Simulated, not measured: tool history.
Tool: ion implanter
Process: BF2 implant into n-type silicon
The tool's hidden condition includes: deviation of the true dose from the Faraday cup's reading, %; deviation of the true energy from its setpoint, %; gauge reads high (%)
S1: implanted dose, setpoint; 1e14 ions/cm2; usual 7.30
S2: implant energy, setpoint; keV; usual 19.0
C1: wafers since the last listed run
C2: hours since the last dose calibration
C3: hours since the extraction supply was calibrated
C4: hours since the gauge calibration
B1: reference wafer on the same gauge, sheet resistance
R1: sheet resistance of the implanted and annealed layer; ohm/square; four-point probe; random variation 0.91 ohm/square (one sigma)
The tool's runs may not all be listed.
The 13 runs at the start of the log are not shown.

| run | day | S1 | S2 | C1 | C2 | C3 | C4 | B1 | R1 |
|---|---|---|---|---|---|---|---|---|---|
| 14 | 27.492 | 7.30 | 15.5 | 896 | 1339.9 | 3557.7 | 111.2 | 197.35 | 245.75 |
| 15 | 29.904 | 7.30 | 22.0 | 795 | 1397.8 | 3615.6 | 169.1 | 197.46 | 211.49 |
| 16 | 32.096 | 5.72 | 19.0 | 722 | 1450.4 | 3668.2 | 221.7 | 197.31 | 248.45 |
| 17 | 34.629 | 8.16 | 19.0 | 835 | 1511.2 | 3729.0 | 282.5 | 197.18 | 218.14 |
| 18 | 37.233 | 9.03 | 21.5 | 858 | 1573.7 | 3791.5 | 345.0 | 197.16 | 199.91 |
| 19 | 39.204 | 5.85 | 15.5 | 650 | 1621.0 | 3838.8 | 392.3 | 196.87 | 263.85 |
| 20 | 41.538 | 7.30 | 19.0 | 769 | 1677.0 | 3894.8 | 448.3 | 196.95 | 225.67 |
| 21 | 42.546 | 7.30 | 19.0 | 332 | 1701.2 | 3919.0 | 472.5 | 196.62 | 223.17 |
| 22 | 45.529 | 8.70 | 16.5 | 984 | 1772.8 | 3990.6 | 544.1 | 196.61 | 228.17 |
| 23 | 47.100 | 7.30 | 19.0 | 518 | 1810.5 | 4028.3 | 581.8 | 196.27 | 224.94 |
|  | 47.488 | extraction supply calibrated |
| 24 | 49.133 | 8.94 | 25.0 | 560 | 1859.3 | 39.5 | 630.6 | 196.02 | 186.28 |
|  | 49.612 | Faraday cup replaced and dose calibrated |
| 25 | 51.154 | 6.62 | 23.5 | 556 | 37.0 | 88.0 | 679.1 | 195.81 | 212.00 |
| 26 | 53.579 | 8.70 | 16.5 | 799 | 95.2 | 146.2 | 737.3 | 195.43 | 228.37 |
| 27 | 55.871 | 7.30 | 25.0 | 755 | 150.2 | 201.2 | 792.3 | 195.36 | 199.01 |
| 28 | 57.312 | 8.45 | 13.5 | 475 | 184.8 | 235.8 | 826.9 | 195.08 | 250.62 |
| 29 | 60.183 | 7.30 | 19.0 | 946 | 253.7 | 304.7 | 895.8 | 194.78 | 221.92 |
| 30 | 62.762 | 7.30 | 19.0 | 850 | 315.6 | 366.6 | 957.7 | 193.94 | 221.04 |
| 31 | 63.962 | 9.38 | 19.0 | 395 | 344.4 | 395.4 | 986.5 | 194.04 | 208.23 |

Below are 4 alternative next runs, each starting from the tool's condition after run 31. Predict each:
| A | 63.979 | 7.30 | 19.0 | 5 | 344.8 | 395.8 | 986.9 | ? | ? |
| B | 63.979 | 9.34 | 23.0 | 5 | 344.8 | 395.8 | 986.9 | ? | ? |
| C | 63.979 | 9.16 | 21.0 | 5 | 344.8 | 395.8 | 986.9 | ? | ? |
| D | 63.979 | 6.04 | 15.0 | 5 | 344.8 | 395.8 | 986.9 | ? | ? |

| run | B1 | R1 |
|---|---|---|
| A | 193.99 | 222.19 |
| B | 193.99 | 189.18 |
| C | 193.99 | 198.77 |
| D | 193.99 | 260.98 |
Without the tool's unlogged condition, the same runs would have read:
| run | R1 |
|---|---|
| A | 225.59 |
| B | 192.07 |
| C | 201.81 |
| D | 264.97 |
